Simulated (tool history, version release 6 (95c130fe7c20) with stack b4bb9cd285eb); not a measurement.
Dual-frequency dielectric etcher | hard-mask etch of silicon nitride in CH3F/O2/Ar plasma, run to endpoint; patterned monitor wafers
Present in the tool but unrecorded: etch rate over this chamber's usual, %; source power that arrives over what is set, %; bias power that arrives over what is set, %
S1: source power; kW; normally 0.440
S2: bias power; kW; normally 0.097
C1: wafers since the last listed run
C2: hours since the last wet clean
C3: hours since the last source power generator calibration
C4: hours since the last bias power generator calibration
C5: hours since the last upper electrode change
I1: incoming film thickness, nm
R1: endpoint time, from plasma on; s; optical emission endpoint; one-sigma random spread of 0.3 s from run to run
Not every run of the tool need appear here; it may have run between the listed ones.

run	hour	S1	S2	C1	C2	C3	C4	C5	I1	R1
1	0.0	0.440	0.088	0	70.0	1025.2	2438.8	4379.5	32.50	37.5
2	60.7	0.440	0.088	663	130.7	1085.9	2499.5	4440.2	32.51	38.3
3	122.1	0.440	0.088	671	192.1	1147.3	2560.9	4501.6	32.46	37.6
4	157.4	0.440	0.097	385	227.4	1182.6	2596.2	4536.9	32.04	35.6
5	212.1	0.440	0.097	597	282.1	1237.3	2650.9	4591.6	32.20	36.3
6	242.7	0.440	0.097	334	312.7	1267.9	2681.5	4622.2	32.45	36.9
7	275.1	0.400	0.097	354	345.1	1300.3	2713.9	4654.6	31.97	36.5
8	327.8	0.400	0.097	576	397.8	1353.0	2766.6	4707.3	32.16	36.5
9	369.6	0.440	0.086	456	439.6	1394.8	2808.4	4749.1	32.26	37.9
10	422.9	0.440	0.086	582	492.9	1448.1	2861.7	4802.4	32.49	38.0
11	487.7	0.440	0.086	708	557.7	1512.9	2926.5	4867.2	32.48	38.0
12	520.0	0.520	0.115	353	590.0	1545.2	2958.8	4899.5	32.18	32.7

Estimate the outcome of run 13 from the log above:
# hour 527.8: bias power generator calibrated
13	574.5	0.520	0.118	551	644.5	1599.7	46.7	4954.0	32.38	?

For run 13 the tool returned R1 32.0 s.
The same run, on a tool lacking any hidden state, would have yielded R1 32.0 s.

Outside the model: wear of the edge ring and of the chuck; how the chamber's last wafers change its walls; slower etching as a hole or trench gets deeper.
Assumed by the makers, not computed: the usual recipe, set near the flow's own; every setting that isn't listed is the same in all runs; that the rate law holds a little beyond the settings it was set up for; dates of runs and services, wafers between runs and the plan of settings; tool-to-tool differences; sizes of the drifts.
